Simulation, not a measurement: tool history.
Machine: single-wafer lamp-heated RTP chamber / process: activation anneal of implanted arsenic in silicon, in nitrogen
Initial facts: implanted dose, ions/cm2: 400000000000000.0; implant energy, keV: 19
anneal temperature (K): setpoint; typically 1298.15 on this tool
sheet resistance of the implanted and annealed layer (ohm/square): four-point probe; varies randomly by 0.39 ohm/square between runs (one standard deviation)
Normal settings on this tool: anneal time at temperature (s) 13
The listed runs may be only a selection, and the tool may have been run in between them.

run,day,anneal temperature (K),anneal time at temperature (s),"read-back reference wafer on the same gauge, sheet resistance",sheet resistance of the implanted and annealed layer (ohm/square)
1,0.000,1298.15,10,256.02,259.20
2,1.671,1298.15,10,255.99,259.26
3,3.292,1298.15,10,255.98,259.09
4,5.700,1298.15,16,255.99,256.12
# day 8.154: pyrometer window cleaned and pyrometer calibrated
5,9.254,1298.15,16,256.01,257.07
6,12.179,1298.15,13,256.03,256.97
7,15.271,1298.15,13,255.92,257.57
8,19.583,1298.15,13,255.91,257.35
# day 20.079: pyrometer window cleaned and pyrometer calibrated
9,24.046,1298.15,13,255.97,256.35
# day 27.292: reflector plate cleaned
# day 27.921: pyrometer window cleaned and pyrometer calibrated, repeated, since the last time left the tool worse
10,28.233,1326.15,11,255.97,255.59
11,32.225,1277.15,6,256.07,263.57
12,34.238,1315.15,5,255.93,260.62
13,37.021,1298.15,10,256.02,258.73
14,38.558,1298.15,19,255.96,254.30
# day 40.638: pyrometer window cleaned and pyrometer calibrated
15,40.658,1298.15,20,256.00,255.48
16,42.300,1283.15,16,255.87,258.45
# day 49.646: gauge calibrated
17,52.450,1283.15,13,256.08,258.97
# day 54.612: pyrometer window cleaned and pyrometer calibrated
# day 62.658: reflector plate cleaned
18,64.504,1315.15,5,256.01,261.25

3 ways to go on from here, each from the tool as it stands after run 18. What would each give?
A,64.521,1298.15,13,?,?
B,64.521,1282.15,7,?,?
C,64.521,1322.15,13,?,?

run,"read-back reference wafer on the same gauge, sheet resistance",sheet resistance of the implanted and annealed layer (ohm/square)
A,255.88,257.04
B,255.88,261.78
C,255.88,253.35
Without the tool's unlogged condition, the same runs would have read:
run,sheet resistance of the implanted and annealed layer (ohm/square)
A,257.81
B,262.31
C,254.37

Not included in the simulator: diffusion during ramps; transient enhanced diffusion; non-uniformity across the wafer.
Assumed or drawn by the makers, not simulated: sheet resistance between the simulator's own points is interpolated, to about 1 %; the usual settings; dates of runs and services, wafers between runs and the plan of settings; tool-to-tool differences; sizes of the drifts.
